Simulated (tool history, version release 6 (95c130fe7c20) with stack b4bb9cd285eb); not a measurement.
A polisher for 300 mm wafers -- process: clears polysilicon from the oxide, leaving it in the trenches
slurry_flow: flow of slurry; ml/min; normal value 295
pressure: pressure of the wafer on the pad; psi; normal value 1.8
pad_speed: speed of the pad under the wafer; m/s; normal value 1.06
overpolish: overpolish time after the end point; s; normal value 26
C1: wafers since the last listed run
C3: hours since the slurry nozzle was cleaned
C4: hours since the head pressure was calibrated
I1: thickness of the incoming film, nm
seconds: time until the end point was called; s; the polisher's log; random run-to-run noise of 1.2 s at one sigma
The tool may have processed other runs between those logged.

run 1 hour=0 | slurry_flow=350 pressure=1.8 pad_speed=1.06 overpolish=26 | C1=0 wafers_polished_on_this_pad=2131 C3=73.2 C4=2.2 | I1=754.9 | seconds=81.5
-- hour=13.9 worn pad replaced by a new one
run 2 hour=71.9 | slurry_flow=350 pressure=1.8 pad_speed=1.06 overpolish=26 | C1=620 wafers_polished_on_this_pad=529 C3=145.1 C4=74.1 | I1=758.7 | seconds=83.3
run 3 hour=107.2 | slurry_flow=295 pressure=1.4 pad_speed=1.06 overpolish=26 | C1=322 wafers_polished_on_this_pad=852 C3=180.4 C4=109.4 | I1=773.7 | seconds=114.2
run 4 hour=174.6 | slurry_flow=295 pressure=1.4 pad_speed=1.06 overpolish=26 | C1=615 wafers_polished_on_this_pad=1467 C3=247.8 C4=176.8 | I1=771.4 | seconds=116.3
-- hour=236.8 slurry nozzle cleaned
-- hour=291.7 worn pad replaced by a new one
-- hour=327.2 head pressure recalibrated
run 5 hour=376.7 | slurry_flow=295 pressure=1.8 pad_speed=1.06 overpolish=26 | C1=1782 wafers_polished_on_this_pad=757 C3=139.9 C4=49.5 | I1=771.1 | seconds=88.1
run 6 hour=410.4 | slurry_flow=295 pressure=1.8 pad_speed=1.06 overpolish=26 | C1=307 wafers_polished_on_this_pad=1065 C3=173.6 C4=83.2 | I1=760.5 | seconds=87.7
run 7 hour=473.3 | slurry_flow=295 pressure=1.8 pad_speed=1.06 overpolish=26 | C1=574 wafers_polished_on_this_pad=1640 C3=236.5 C4=146.1 | I1=757.8 | seconds=85.9
run 8 hour=505.9 | slurry_flow=295 pressure=1.8 pad_speed=1.06 overpolish=26 | C1=297 wafers_polished_on_this_pad=1937 C3=269.1 C4=178.7 | I1=759.7 | seconds=88.9
-- hour=521.4 slurry nozzle cleaned
run 9 hour=548.3 | slurry_flow=295 pressure=1.8 pad_speed=1.34 overpolish=38 | C1=378 wafers_polished_on_this_pad=2316 C3=26.9 C4=221.1 | I1=744 | seconds=66.6
-- hour=569.2 worn pad replaced by a new one
run 10 hour=607.4 | slurry_flow=295 pressure=1.8 pad_speed=1.34 overpolish=38 | C1=503 wafers_polished_on_this_pad=348 C3=86 C4=280.2 | I1=754 | seconds=66.6
run 11 hour=648.7 | slurry_flow=295 pressure=1.8 pad_speed=1.34 overpolish=38 | C1=377 wafers_polished_on_this_pad=725 C3=127.3 C4=321.5 | I1=769.5 | seconds=69.6
run 12 hour=675.3 | slurry_flow=295 pressure=1.8 pad_speed=0.8 overpolish=26 | C1=242 wafers_polished_on_this_pad=968 C3=153.9 C4=348.1 | I1=746.9 | seconds=109.9
-- hour=699.4 head pressure recalibrated
run 13 hour=716.1 | slurry_flow=295 pressure=1.8 pad_speed=0.8 overpolish=26 | C1=354 wafers_polished_on_this_pad=1323 C3=194.7 C4=16.7 | I1=749.3 | seconds=108.8
run 14 hour=780.6 | slurry_flow=295 pressure=1.8 pad_speed=0.8 overpolish=26 | C1=589 wafers_polished_on_this_pad=1912 C3=259.2 C4=81.2 | I1=753 | seconds=110.1
run 15 hour=819.1 | slurry_flow=295 pressure=1.8 pad_speed=1.06 overpolish=26 | C1=351 wafers_polished_on_this_pad=2264 C3=297.7 C4=119.7 | I1=758.7 | seconds=94.4

For run 16, what comes out?
-- hour=830.4 slurry nozzle cleaned
-- hour=879.9 worn pad replaced by a new one
run 16 hour=885.5 | slurry_flow=295 pressure=2 pad_speed=1.06 overpolish=15 | C1=560 wafers_polished_on_this_pad=51 C3=55.1 C4=186.1 | I1=753.7 | seconds=?

Run 16 measured seconds 73.4 s.
On a tool with no hidden condition, and with the same random variation, this run would have come out at seconds 72.9 s.

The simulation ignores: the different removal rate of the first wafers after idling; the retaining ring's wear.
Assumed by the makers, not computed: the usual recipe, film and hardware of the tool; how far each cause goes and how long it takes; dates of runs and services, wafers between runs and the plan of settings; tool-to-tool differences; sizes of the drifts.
